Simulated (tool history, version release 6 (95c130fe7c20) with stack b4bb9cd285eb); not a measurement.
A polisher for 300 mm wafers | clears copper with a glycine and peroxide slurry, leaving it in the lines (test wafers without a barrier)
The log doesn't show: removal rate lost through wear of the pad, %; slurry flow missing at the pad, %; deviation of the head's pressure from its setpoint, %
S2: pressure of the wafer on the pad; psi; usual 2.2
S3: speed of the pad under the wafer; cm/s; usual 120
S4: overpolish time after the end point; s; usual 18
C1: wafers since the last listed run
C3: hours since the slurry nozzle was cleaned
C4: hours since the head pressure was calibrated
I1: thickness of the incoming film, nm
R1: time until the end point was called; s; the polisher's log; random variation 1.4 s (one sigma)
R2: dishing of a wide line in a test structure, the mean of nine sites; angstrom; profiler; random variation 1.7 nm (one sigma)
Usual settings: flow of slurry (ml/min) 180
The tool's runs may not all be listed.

{"run": 1, "hour": 0.0, "flow of slurry (ml/min)": 180, "S2": 2.2, "S3": 120, "S4": 18, "C1": 0, "wafers polished on this pad": 1038, "C3": 186.2, "C4": 721.7, "I1": 733.8, "R1": 133.9, "R2": 691}
{"run": 2, "hour": 26.9, "flow of slurry (ml/min)": 180, "S2": 2.2, "S3": 120, "S4": 18, "C1": 192, "wafers polished on this pad": 1231, "C3": 213.1, "C4": 748.6, "I1": 733.4, "R1": 132.7, "R2": 688}
{"run": 3, "hour": 95.0, "flow of slurry (ml/min)": 180, "S2": 2.2, "S3": 120, "S4": 18, "C1": 487, "wafers polished on this pad": 1718, "C3": 281.2, "C4": 816.7, "I1": 734.1, "R1": 138.5, "R2": 671}
{"hour": 126.9, "done": "slurry nozzle cleaned"}
{"hour": 230.9, "done": "worn pad replaced by a new one"}
{"run": 4, "hour": 266.9, "flow of slurry (ml/min)": 180, "S2": 2.2, "S3": 120, "S4": 18, "C1": 1195, "wafers polished on this pad": 257, "C3": 140, "C4": 988.6, "I1": 736, "R1": 130.8, "R2": 668}
{"run": 5, "hour": 328.7, "flow of slurry (ml/min)": 180, "S2": 2.5, "S3": 120, "S4": 18, "C1": 442, "wafers polished on this pad": 700, "C3": 201.8, "C4": 1050.4, "I1": 721.3, "R1": 114.1, "R2": 779}
{"run": 6, "hour": 364.9, "flow of slurry (ml/min)": 180, "S2": 2.5, "S3": 120, "S4": 18, "C1": 259, "wafers polished on this pad": 959, "C3": 238, "C4": 1086.6, "I1": 728.9, "R1": 117.5, "R2": 716}
{"run": 7, "hour": 401.3, "flow of slurry (ml/min)": 180, "S2": 2.2, "S3": 120, "S4": 15, "C1": 260, "wafers polished on this pad": 1220, "C3": 274.4, "C4": 1123, "I1": 721.9, "R1": 132.4, "R2": 570}
{"run": 8, "hour": 461.3, "flow of slurry (ml/min)": 180, "S2": 2.2, "S3": 144, "S4": 18, "C1": 429, "wafers polished on this pad": 1649, "C3": 334.4, "C4": 1183, "I1": 731.2, "R1": 127.8, "R2": 703}
{"run": 9, "hour": 487.6, "flow of slurry (ml/min)": 180, "S2": 2.2, "S3": 120, "S4": 18, "C1": 188, "wafers polished on this pad": 1838, "C3": 360.7, "C4": 1209.3, "I1": 726, "R1": 148.4, "R2": 646}
{"run": 10, "hour": 514.7, "flow of slurry (ml/min)": 180, "S2": 2.2, "S3": 120, "S4": 18, "C1": 194, "wafers polished on this pad": 2032, "C3": 387.8, "C4": 1236.4, "I1": 735.8, "R1": 155.4, "R2": 576}
{"hour": 515.8, "done": "slurry nozzle cleaned"}
{"hour": 526.9, "done": "worn pad replaced by a new one"}
{"run": 11, "hour": 565.2, "flow of slurry (ml/min)": 180, "S2": 2.2, "S3": 120, "S4": 18, "C1": 325, "wafers polished on this pad": 274, "C3": 49.4, "C4": 1286.9, "I1": 736.7, "R1": 127.6, "R2": 706}
{"run": 12, "hour": 604.5, "flow of slurry (ml/min)": 180, "S2": 2.8, "S3": 120, "S4": 18, "C1": 281, "wafers polished on this pad": 555, "C3": 88.7, "C4": 1326.2, "I1": 732.3, "R1": 106.6, "R2": 815}
{"hour": 689.5, "done": "head pressure recalibrated"}
{"run": 13, "hour": 695.5, "flow of slurry (ml/min)": 180, "S2": 2.8, "S3": 120, "S4": 18, "C1": 637, "wafers polished on this pad": 1193, "C3": 179.7, "C4": 6, "I1": 738.4, "R1": 107.4, "R2": 802}
{"hour": 820.4, "done": "worn pad replaced by a new one"}
{"hour": 843.3, "done": "slurry nozzle cleaned"}
{"run": 14, "hour": 873.7, "flow of slurry (ml/min)": 180, "S2": 2.8, "S3": 120, "S4": 18, "C1": 1240, "wafers polished on this pad": 374, "C3": 30.4, "C4": 184.2, "I1": 723.2, "R1": 103.5, "R2": 792}
{"run": 15, "hour": 917.8, "flow of slurry (ml/min)": 180, "S2": 2.2, "S3": 132, "S4": 18, "C1": 315, "wafers polished on this pad": 690, "C3": 74.5, "C4": 228.3, "I1": 732.2, "R1": 124.1, "R2": 714}
{"run": 16, "hour": 975.8, "flow of slurry (ml/min)": 155, "S2": 2.6, "S3": 120, "S4": 28, "C1": 415, "wafers polished on this pad": 1105, "C3": 132.5, "C4": 286.3, "I1": 734.1, "R1": 119.2, "R2": 1049}

Run 17 comes next. What will it give?
{"run": 17, "hour": 1020.2, "flow of slurry (ml/min)": 230, "S2": 2.6, "S3": 154, "S4": 27, "C1": 318, "wafers polished on this pad": 1423, "C3": 176.9, "C4": 330.7, "I1": 734.7, "R1": "?", "R2": "?"}

{"run 17": {"R1": 95.4, "R2": 1123}}
Without the tool's hidden state the same run would have given R1 93 s, R2 1140 angstrom.

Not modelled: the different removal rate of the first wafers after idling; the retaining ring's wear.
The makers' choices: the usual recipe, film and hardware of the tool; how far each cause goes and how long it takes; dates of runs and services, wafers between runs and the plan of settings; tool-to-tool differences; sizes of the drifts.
